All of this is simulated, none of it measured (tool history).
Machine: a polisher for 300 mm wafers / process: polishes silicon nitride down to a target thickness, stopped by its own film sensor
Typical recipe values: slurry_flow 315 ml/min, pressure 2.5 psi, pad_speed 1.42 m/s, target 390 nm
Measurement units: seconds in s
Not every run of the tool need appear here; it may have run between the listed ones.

run	hour	slurry_flow	pressure	pad_speed	target	incoming thickness of the incoming film, nm	seconds
1	0	315	2.5	1.42	390	550.8	86.9
# hour 8: slurry nozzle cleaned
2	61.5	315	2.5	1.42	423	542.5	62.9
# hour 108.5: head pressure recalibrated
3	177.2	315	2.5	1.42	423	551.7	76.2
4	228.3	315	2.5	1.42	423	545.4	73.3
5	284.9	275	2.5	1.42	390	547.8	95.3
6	331.6	315	2.5	1.26	402	540.6	91
7	362.8	315	2.5	1.42	390	552.9	97.4
# hour 398.1: worn pad replaced by a new one
8	424.3	315	2.5	1.42	390	551.6	93.7
9	452	315	2.5	1.42	390	538.1	84.4
10	477.9	335	2.5	1.42	390	544.8	88.8
11	527.5	335	2.5	1.42	390	549.6	87.3
12	594.4	335	2.5	1.42	390	553.3	90.7
13	624.5	315	2.5	1.42	390	549.4	87.7
# hour 669.1: slurry nozzle cleaned
14	685.1	315	2.7	1.42	390	546.4	80.3
15	732.8	315	1.9	1.42	390	547.9	112.5
16	767	315	1.9	1.42	390	552.2	111.5
# hour 773.8: worn pad replaced by a new one
17	806.3	315	2.5	1.42	390	561.5	92.9
# hour 859.9: head pressure recalibrated
18	870	230	2.5	1.42	390	555.1	104.9
19	927.3	315	2.5	1.42	390	547.5	93.9
20	992.2	315	2.7	1.58	390	557.2	86
21	1062	315	2.5	1.24	410	559.5	100.2
22	1113.6	315	2.5	1.42	390	548.7	94.5
23	1150	255	2.5	1.42	335	553.2	136.6
24	1183.4	205	2.5	1.24	390	542.3	103.9
# hour 1234: worn pad replaced by a new one
25	1248.7	285	2.5	1.42	407	542.1	80.8
26	1287.5	315	2.5	1.42	423	553.6	74.8
# hour 1296.6: slurry nozzle cleaned
27	1312.4	315	2.5	1.42	390	549.1	93.8
28	1350.6	315	2.5	1.42	390	552.2	92.7
29	1399.1	250	2.5	1.1	353	553.7	138.5
30	1452.4	315	2.3	1.42	390	547.6	97.5
31	1505.1	315	1.8	1.42	357	555.3	145.1

Forecast run 32:
# hour 1673.7: head pressure recalibrated
32	1680.7	390	1.8	1.8	390	547.4	?

seconds: 105.9 s
Had the tool carried no hidden state, the very same run would have given seconds 105.9 s.
